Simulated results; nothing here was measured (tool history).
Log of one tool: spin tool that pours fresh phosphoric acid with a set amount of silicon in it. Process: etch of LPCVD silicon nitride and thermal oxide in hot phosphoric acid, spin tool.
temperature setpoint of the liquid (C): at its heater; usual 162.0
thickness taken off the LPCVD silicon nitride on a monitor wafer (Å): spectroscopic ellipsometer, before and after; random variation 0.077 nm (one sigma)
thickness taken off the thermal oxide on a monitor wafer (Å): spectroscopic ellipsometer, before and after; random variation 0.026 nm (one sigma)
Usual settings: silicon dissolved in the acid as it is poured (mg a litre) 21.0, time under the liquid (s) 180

run,hour,temperature setpoint of the liquid (C),silicon dissolved in the acid as it is poured (mg a litre),time under the liquid (s),wafers since the last listed run,hours since the thermometer was replaced,hours since the dissolved silicon flow meter was replaced,hours since the heated supply line was repaired,hours since the gauge calibration,"read-back film thickness of the LPCVD silicon nitride reference wafer, read on the same gauge (nm)","read-back film thickness of the thermal oxide reference wafer, read on the same gauge (nm)",thickness taken off the LPCVD silicon nitride on a monitor wafer (Å),thickness taken off the thermal oxide on a monitor wafer (Å)
1,0.0,162.0,21.0,230,0,2154.1,525.2,1012.0,299.5,140.02,129.989,241.9,5.01
2,22.3,162.0,21.0,230,194,2176.4,547.5,1034.3,321.8,139.98,130.007,240.9,4.64
3,41.5,162.0,21.0,180,167,2195.6,566.7,1053.5,341.0,140.00,129.992,188.0,4.06
4,76.5,162.0,21.0,180,304,2230.6,601.7,1088.5,376.0,140.00,129.981,188.1,3.87
5,107.8,162.0,21.0,180,272,2261.9,633.0,1119.8,407.3,139.99,130.017,186.3,3.93
6,123.9,162.0,21.0,180,140,2278.0,649.1,1135.9,423.4,139.95,130.000,186.6,3.94
7,149.6,162.0,21.0,180,223,2303.7,674.8,1161.6,449.1,140.03,129.991,187.0,3.45
8,162.1,162.0,21.0,115,108,2316.2,687.3,1174.1,461.6,140.02,129.982,118.4,2.46
# hour 167.3: gauge calibrated
9,184.3,162.0,21.0,115,193,2338.4,709.5,1196.3,17.0,139.98,129.986,118.6,2.26
10,205.8,162.0,21.0,115,187,2359.9,731.0,1217.8,38.5,139.99,130.008,119.0,2.09
11,224.1,163.0,9.5,260,159,2378.2,749.3,1236.1,56.8,139.99,130.003,277.2,7.84
12,239.5,162.0,21.0,100,134,2393.6,764.7,1251.5,72.2,140.02,129.989,103.1,1.82
13,270.1,162.0,5.0,180,266,2424.2,795.3,1282.1,102.8,139.99,129.995,185.0,5.37
# hour 278.6: thermometer replaced
14,305.7,162.0,36.0,180,301,27.1,830.9,1317.7,138.4,139.99,129.995,170.4,1.61
# hour 335.8: dissolved silicon flow meter replaced
15,339.8,163.5,8.5,100,288,61.2,4.0,1351.8,172.5,139.99,130.015,98.7,2.34
16,369.4,160.5,36.5,250,257,90.8,33.6,1381.4,202.1,140.00,129.966,224.1,2.36
# hour 383.1: heated supply line repaired
17,391.7,163.5,15.5,105,185,113.1,55.9,8.6,224.4,140.04,130.002,118.0,2.99
18,419.8,164.0,26.0,250,244,141.2,84.0,36.7,252.5,140.01,130.012,284.7,5.16
19,440.0,159.5,21.0,180,176,161.4,104.2,56.9,272.7,140.00,129.981,177.2,2.88
20,471.8,164.5,21.0,180,277,193.2,136.0,88.7,304.5,140.00,129.994,208.7,4.88
21,505.2,160.5,36.5,250,291,226.6,169.4,122.1,337.9,139.99,130.008,252.8,2.46
22,533.3,162.0,21.0,180,244,254.7,197.5,150.2,366.0,140.01,130.006,190.9,4.32

Forecast each of these 4 alternatives for the next run:
A,533.8,162.0,21.0,180,4,255.2,198.0,150.7,366.5,?,?,?,?
B,533.8,162.0,30.0,180,4,255.2,198.0,150.7,366.5,?,?,?,?
C,533.8,160.5,26.0,285,4,255.2,198.0,150.7,366.5,?,?,?,?
D,533.8,163.0,31.0,145,4,255.2,198.0,150.7,366.5,?,?,?,?

run,"read-back film thickness of the LPCVD silicon nitride reference wafer, read on the same gauge (nm)","read-back film thickness of the thermal oxide reference wafer, read on the same gauge (nm)",thickness taken off the LPCVD silicon nitride on a monitor wafer (Å),thickness taken off the thermal oxide on a monitor wafer (Å)
A,139.98,129.966,190.7,4.05
B,139.98,129.966,190.7,2.98
C,139.98,129.966,287.2,4.90
D,139.98,129.966,158.8,2.48
Without the tool's hidden state the same runs would have given:
run,thickness taken off the LPCVD silicon nitride on a monitor wafer (Å),thickness taken off the thermal oxide on a monitor wafer (Å)
A,190.7,4.05
B,190.7,2.98
C,287.2,4.90
D,158.8,2.48
